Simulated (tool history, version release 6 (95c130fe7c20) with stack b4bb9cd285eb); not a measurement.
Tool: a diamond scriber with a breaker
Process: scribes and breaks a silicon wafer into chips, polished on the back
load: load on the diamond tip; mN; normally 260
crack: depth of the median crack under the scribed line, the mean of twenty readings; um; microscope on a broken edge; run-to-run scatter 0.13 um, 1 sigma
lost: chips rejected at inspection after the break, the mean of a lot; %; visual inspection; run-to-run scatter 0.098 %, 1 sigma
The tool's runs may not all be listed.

run   hour  load  wafers since the last listed run  hours since the diamond tip was replaced  hours since the load on the tip was calibrated  incoming depth of the damage left on the back of the incoming wafer, um  crack   lost
  1    0.0   260                                 0                                     132.5                                           362.0                                                                     0.03  11.50   2.50
  2   50.4   260                               163                                     182.9                                           412.4                                                                     0.02  11.25   2.77
  3   76.4   260                                84                                     208.9                                           438.4                                                                     0.02  11.77   3.20
  4  127.5   260                               165                                     260.0                                           489.5                                                                     0.01  11.59   3.02
  5  168.4   260                               132                                     300.9                                           530.4                                                                     0.02  11.95   3.14
     182.0  -- diamond tip replaced by a new one
  6  205.7   260                               114                                      23.7                                           567.7                                                                     0.04  11.62   3.09
  7  380.0   260                               565                                     198.0                                           742.0                                                                     0.03  11.74   3.46
  8  430.0   260                               162                                     248.0                                           792.0                                                                     0.01  11.89   3.36
     439.3  -- load on the tip recalibrated
  9  501.0   210                               223                                     319.0                                            61.7                                                                     0.01   9.35   8.97
 10  526.3   260                                82                                     344.3                                            87.0                                                                     0.05  11.05   1.89
     528.7  -- diamond tip replaced by a new one
 11  579.7   320                               166                                      51.0                                           140.4                                                                     0.03  12.88  10.86
 12  624.3   193                               144                                      95.6                                           185.0                                                                     0.03   9.09  12.15
 13  683.9   226                               193                                     155.2                                           244.6                                                                     0.03  10.30   2.70
 14  748.2   218                               208                                     219.5                                           308.9                                                                     0.04  10.10   3.66

Here are 3 independent what-if runs from the current tool condition. What would each one return?
  A  748.7   324                                 1                                     220.0                                           309.4                                                                     0.02      ?     ?
  B  748.7   310                                 1                                     220.0                                           309.4                                                                     0.02      ?     ?
  C  748.7   305                                 1                                     220.0                                           309.4                                                                     0.02      ?     ?

run  crack   lost
  A  13.38  14.53
  B  12.95  11.17
  C  12.80  10.04
What these runs would have given with no unlogged condition in the tool:
run  crack  lost
  A  12.68  9.22
  B  12.28  6.63
  C  12.14  5.80
